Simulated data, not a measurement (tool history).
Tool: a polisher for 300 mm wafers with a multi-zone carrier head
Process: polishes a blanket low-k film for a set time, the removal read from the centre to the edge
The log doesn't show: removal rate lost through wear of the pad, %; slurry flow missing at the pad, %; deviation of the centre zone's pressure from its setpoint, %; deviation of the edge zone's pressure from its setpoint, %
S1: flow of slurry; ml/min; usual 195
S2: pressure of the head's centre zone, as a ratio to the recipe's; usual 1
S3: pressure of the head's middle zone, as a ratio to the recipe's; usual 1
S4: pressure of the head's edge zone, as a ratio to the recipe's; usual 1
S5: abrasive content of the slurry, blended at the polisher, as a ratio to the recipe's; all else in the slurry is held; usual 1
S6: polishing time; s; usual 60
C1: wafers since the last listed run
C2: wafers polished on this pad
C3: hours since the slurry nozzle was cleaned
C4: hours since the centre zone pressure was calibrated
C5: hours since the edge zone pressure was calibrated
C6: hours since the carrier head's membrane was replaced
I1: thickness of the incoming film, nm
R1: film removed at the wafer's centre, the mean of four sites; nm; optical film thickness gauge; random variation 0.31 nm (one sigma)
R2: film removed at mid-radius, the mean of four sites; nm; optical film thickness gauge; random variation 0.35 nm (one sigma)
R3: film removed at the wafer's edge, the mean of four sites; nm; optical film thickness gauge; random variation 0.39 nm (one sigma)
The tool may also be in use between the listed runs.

run 1 hour=0 | S1=195 S2=1 S3=1.12 S4=1 S5=1 S6=60 | C1=0 C2=6639 C3=758.8 C4=192.6 C5=661.8 C6=423.6 | I1=454.8 | R1=37.8 R2=39.4 R3=35.2
run 2 hour=49.6 | S1=195 S2=1 S3=1 S4=1 S5=1 S6=60 | C1=646 C2=7285 C3=808.4 C4=242.2 C5=711.4 C6=473.2 | I1=455.6 | R1=37.6 R2=36.3 R3=35.5
run 3 hour=129.9 | S1=195 S2=1 S3=1 S4=1 S5=1 S6=60 | C1=1046 C2=8332 C3=888.7 C4=322.5 C5=791.7 C6=553.5 | I1=461.9 | R1=38.6 R2=36.7 R3=35.8
-- hour=186 slurry nozzle cleaned
run 4 hour=214.1 | S1=170 S2=1 S3=1 S4=1 S5=1 S6=75 | C1=1084 C2=9416 C3=28.1 C4=406.7 C5=875.9 C6=637.7 | I1=458.7 | R1=47.4 R2=44.3 R3=44
run 5 hour=276.6 | S1=195 S2=1 S3=1 S4=1 S5=1.2 S6=60 | C1=814 C2=10230 C3=90.6 C4=469.2 C5=938.4 C6=700.2 | I1=454.9 | R1=42.2 R2=39 R3=39.2
-- hour=383.2 worn pad replaced by a new one
-- hour=455 edge zone pressure recalibrated
run 6 hour=472.6 | S1=220 S2=1 S3=1.07 S4=1 S5=1 S6=60 | C1=2475 C2=1138 C3=286.6 C4=665.2 C5=17.6 C6=896.2 | I1=462.6 | R1=40.3 R2=39.3 R3=36.7
run 7 hour=694.7 | S1=135 S2=1 S3=1.07 S4=1 S5=0.9 S6=60 | C1=2894 C2=4032 C3=508.7 C4=887.3 C5=239.7 C6=1118.3 | I1=455.6 | R1=34.7 R2=33.7 R3=32.8
-- hour=718.3 centre zone pressure recalibrated
run 8 hour=770.1 | S1=195 S2=1 S3=1 S4=1 S5=1 S6=81 | C1=956 C2=4989 C3=584.1 C4=51.8 C5=315.1 C6=1193.7 | I1=454.4 | R1=49.3 R2=49.1 R3=49
run 9 hour=832.4 | S1=195 S2=1 S3=1 S4=0.92 S5=1 S6=39 | C1=811 C2=5800 C3=646.4 C4=114.1 C5=377.4 C6=1256 | I1=461.4 | R1=24.1 R2=23.4 R3=21.7
run 10 hour=884.7 | S1=195 S2=1 S3=1 S4=1.07 S5=1 S6=60 | C1=681 C2=6482 C3=698.7 C4=166.4 C5=429.7 C6=1308.3 | I1=455.9 | R1=37.9 R2=36.6 R3=36.5
run 11 hour=939.2 | S1=195 S2=1 S3=1.1 S4=0.9 S5=1 S6=60 | C1=710 C2=7192 C3=753.2 C4=220.9 C5=484.2 C6=1362.8 | I1=452 | R1=37.9 R2=39.6 R3=34
run 12 hour=987.5 | S1=195 S2=1 S3=1 S4=1 S5=1 S6=48 | C1=629 C2=7822 C3=801.5 C4=269.2 C5=532.5 C6=1411.1 | I1=459.1 | R1=30.7 R2=28.7 R3=28.9
run 13 hour=1092.5 | S1=195 S2=1 S3=1 S4=1 S5=1 S6=60 | C1=1368 C2=9190 C3=906.5 C4=374.2 C5=637.5 C6=1516.1 | I1=452.6 | R1=39 R2=36.1 R3=36.6
-- hour=1093.5 slurry nozzle cleaned
run 14 hour=1186.2 | S1=195 S2=1 S3=1 S4=1.11 S5=1 S6=54 | C1=1208 C2=10398 C3=92.7 C4=467.9 C5=731.2 C6=1609.8 | I1=461 | R1=35.5 R2=32.6 R3=34.1
run 15 hour=1231.8 | S1=195 S2=1 S3=0.94 S4=0.93 S5=1 S6=60 | C1=594 C2=10992 C3=138.3 C4=513.5 C5=776.8 C6=1655.4 | I1=458 | R1=39.1 R2=34.3 R3=34.7
-- hour=1309.7 worn pad replaced by a new one
run 16 hour=1338.6 | S1=195 S2=1 S3=1 S4=1 S5=1 S6=60 | C1=1339 C2=376 C3=245.1 C4=620.3 C5=883.6 C6=1762.2 | I1=464.2 | R1=39.2 R2=37 R3=35.5
-- hour=1377 carrier head's membrane replaced by a new one
run 17 hour=1397.7 | S1=195 S2=1 S3=1 S4=1 S5=1 S6=60 | C1=704 C2=1081 C3=304.2 C4=679.4 C5=942.7 C6=20.7 | I1=459 | R1=39.7 R2=36.5 R3=35.6
run 18 hour=1452.1 | S1=195 S2=1 S3=1 S4=1 S5=1 S6=60 | C1=708 C2=1790 C3=358.6 C4=733.8 C5=997.1 C6=75.1 | I1=461.8 | R1=39.1 R2=36.3 R3=35.7
run 19 hour=1492.6 | S1=195 S2=1 S3=1 S4=1 S5=1 S6=60 | C1=527 C2=2317 C3=399.1 C4=774.3 C5=1037.6 C6=115.6 | I1=464.8 | R1=40.3 R2=36.3 R3=35.7
-- hour=1547 centre zone pressure recalibrated
run 20 hour=1588.3 | S1=195 S2=1 S3=1 S4=1 S5=0.8 S6=60 | C1=1220 C2=3538 C3=494.8 C4=41.3 C5=1133.3 C6=211.3 | I1=458.4 | R1=31.8 R2=31.7 R3=30.7
-- hour=1609.2 edge zone pressure recalibrated
run 21 hour=1639.9 | S1=195 S2=1.06 S3=1 S4=1 S5=1 S6=60 | C1=646 C2=4185 C3=546.4 C4=92.9 C5=30.7 C6=262.9 | I1=456.5 | R1=39.1 R2=36.1 R3=34.8
run 22 hour=1682 | S1=135 S2=0.91 S3=1 S4=1 S5=1 S6=76 | C1=548 C2=4733 C3=588.5 C4=135 C5=72.8 C6=305 | I1=459.2 | R1=40.4 R2=43.8 R3=43.5

Forecast each of these 3 alternatives for the next run:
run A hour=1682.4 | S1=195 S2=1 S3=1 S4=1 S5=1 S6=60 | C1=5 C2=4738 C3=588.9 C4=135.4 C5=73.2 C6=305.4 | I1=465 | R1=? R2=? R3=?
run B hour=1682.4 | S1=260 S2=1 S3=0.93 S4=1 S5=1 S6=39 | C1=5 C2=4738 C3=588.9 C4=135.4 C5=73.2 C6=305.4 | I1=465 | R1=? R2=? R3=?
run C hour=1682.4 | S1=140 S2=1.05 S3=1 S4=1.11 S5=1 S6=60 | C1=5 C2=4738 C3=588.9 C4=135.4 C5=73.2 C6=305.4 | I1=465 | R1=? R2=? R3=?

run=A R1=37.4 R2=35.8 R3=35.3
run=B R1=25.2 R2=22.6 R3=23.6
run=C R1=37.1 R2=34 R3=35.9
Without the tool's hidden state the same runs would have given:
run=A R1=35.9 R2=35.8 R3=35.3
run=B R1=24.3 R2=22.6 R3=23.6
run=C R1=35.7 R2=34 R3=35.9
